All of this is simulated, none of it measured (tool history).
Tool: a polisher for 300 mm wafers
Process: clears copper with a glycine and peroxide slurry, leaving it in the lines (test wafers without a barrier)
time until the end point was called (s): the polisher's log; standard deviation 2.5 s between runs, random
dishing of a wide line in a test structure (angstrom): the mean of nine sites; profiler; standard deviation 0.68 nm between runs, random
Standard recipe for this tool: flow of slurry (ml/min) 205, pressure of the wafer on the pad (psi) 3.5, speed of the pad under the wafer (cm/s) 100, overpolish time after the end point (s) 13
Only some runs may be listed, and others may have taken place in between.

run   hour  flow of slurry (ml/min)  pressure of the wafer on the pad (psi)  speed of the pad under the wafer (cm/s)  overpolish time after the end point (s)  incoming thickness of the incoming film, nm  time until the end point was called (s)  dishing of a wide line in a test structure (angstrom)
  1      0                      180                                     3.5                                      100                                       13                                        790.5                                    142.5                                                    519
  2   10.6                      180                                     3.5                                      100                                       13                                        781.2                                      142                                                    523
  3   17.5                      180                                     3.5                                      100                                       13                                        784.7                                    147.8                                                    530
  4   32.5                      205                                     3.5                                      100                                       13                                        790.9                                    145.4                                                    520
  5   45.5                      205                                     3.5                                      100                                       13                                        790.2                                      142                                                    524
  6     55                      205                                     3.5                                      100                                       13                                        774.6                                    147.9                                                    517
  7   64.9                      205                                     3.5                                       78                                       13                                        799.7                                    188.6                                                    421
  8   71.3                      205                                     3.5                                       78                                       13                                        785.8                                    187.8                                                    403
  9   79.4                      205                                     3.5                                       78                                       13                                        792.3                                      192                                                    405
      83.6  -- worn pad replaced by a new one
 10   94.9                      205                                     3.5                                      100                                       13                                        777.3                                    138.7                                                    542
 11  105.5                      205                                     3.5                                      100                                       13                                        788.8                                    138.9                                                    540
 12  111.8                      205                                     3.5                                      100                                       13                                        774.8                                    137.4                                                    531
     135.4  -- slurry nozzle cleaned
 13  156.1                      205                                     2.6                                      100                                       13                                        786.4                                    186.9                                                    408
 14  162.9                      205                                     2.6                                      100                                       13                                        782.7                                    192.1                                                    402
 15  169.2                      205                                     3.5                                      100                                       13                                        790.8                                    150.3                                                    493
 16  182.5                      205                                     3.5                                      100                                       13                                        789.7                                    154.2                                                    485
     195.2  -- worn pad replaced by a new one
 17  195.7                      205                                     3.5                                      100                                       13                                        787.2                                    141.1                                                    540
 18  206.6                      270                                     4.6                                      100                                       20                                          788                                    103.5                                                    958
 19  259.5                      270                                     3.5                                      120                                       18                                        801.7                                    121.3                                                    771
 20  265.6                      250                                     3.5                                      100                                       13                                        782.9                                      145                                                    517
 21  271.9                      205                                     3.5                                      100                                       13                                        792.6                                    143.9                                                    498
     276.5  -- head pressure recalibrated
 22  281.9                      205                                     2.6                                       82                                       13                                          800                                    234.6                                                    331
     286.5  -- worn pad replaced by a new one, of another model than before
 23  296.6                      205                                     3.5                                       72                                       18                                        787.1                                      160                                                    605
 24  306.6                      205                                     3.5                                      100                                       13                                        800.5                                    137.7                                                    520
 25  354.7                      205                                     4.1                                       76                                       13                                        786.8                                    151.3                                                    483
 26    362                      180                                     3.5                                       72                                       19                                        777.9                                    180.6                                                    594
     370.2  -- slurry nozzle cleaned
 27  378.5                      205                                     3.5                                      100                                       13                                        788.6                                    154.4                                                    485
 28  388.7                      205                                     3.5                                      100                                        9                                        788.5                                    156.3                                                    340
     395.9  -- worn pad replaced by a new one
 29  396.4                      205                                     3.8                                      130                                       13                                          783                                    111.5                                                    644
 30  413.4                      270                                     4.6                                      100                                       20                                        783.4                                    109.8                                                    896
 31  422.4                      205                                     2.6                                      100                                        9                                        789.6                                    165.3                                                    330
 32  432.2                      205                                     3.5                                      100                                       13                                        785.4                                      139                                                    533
 33  449.2                      160                                     3.5                                      100                                        9                                        792.9                                    145.7                                                    367
 34  464.7                      205                                     3.5                                      100                                       13                                          791                                    143.2                                                    513

Pick out some run-to-run changes in time until the end point was called (s). Of each, how much would a tool without hidden state show as well, from the settings, what came in and chance, and how much is left for the hidden state and any gauge scatter not in both results compared?
The tool's hidden condition here consists of: removal rate lost through wear of the pad, %; slurry flow missing at the pad, %; deviation of the head's pressure from its setpoint, %.
Run 9 -> 10: speed of the pad under the wafer (cm/s) 78 -> 100, worn pad replaced by a new one. time until the end point was called (s) -53.3: hidden state -21.9, all else -31.4.
Run 21 -> 22: pressure of the wafer on the pad (psi) 3.5 -> 2.6, speed of the pad under the wafer (cm/s) 100 -> 82, head pressure recalibrated. time until the end point was called (s) +90.7: hidden state +12.5, all else +78.2.
Run 22 -> 23: pressure of the wafer on the pad (psi) 2.6 -> 3.5, speed of the pad under the wafer (cm/s) 82 -> 72, overpolish time after the end point (s) 13 -> 18, worn pad replaced by a new one, of another model than before. time until the end point was called (s) -74.6: hidden state -23.2, all else -51.4.
Run 28 -> 29: pressure of the wafer on the pad (psi) 3.5 -> 3.8, speed of the pad under the wafer (cm/s) 100 -> 130, overpolish time after the end point (s) 9 -> 13, worn pad replaced by a new one. time until the end point was called (s) -44.8: hidden state -21.2, all else -23.6.
Run 30 -> 31: flow of slurry (ml/min) 270 -> 205, pressure of the wafer on the pad (psi) 4.6 -> 2.6, overpolish time after the end point (s) 20 -> 9. time until the end point was called (s) +55.5: hidden state +1.1, all else +54.4.
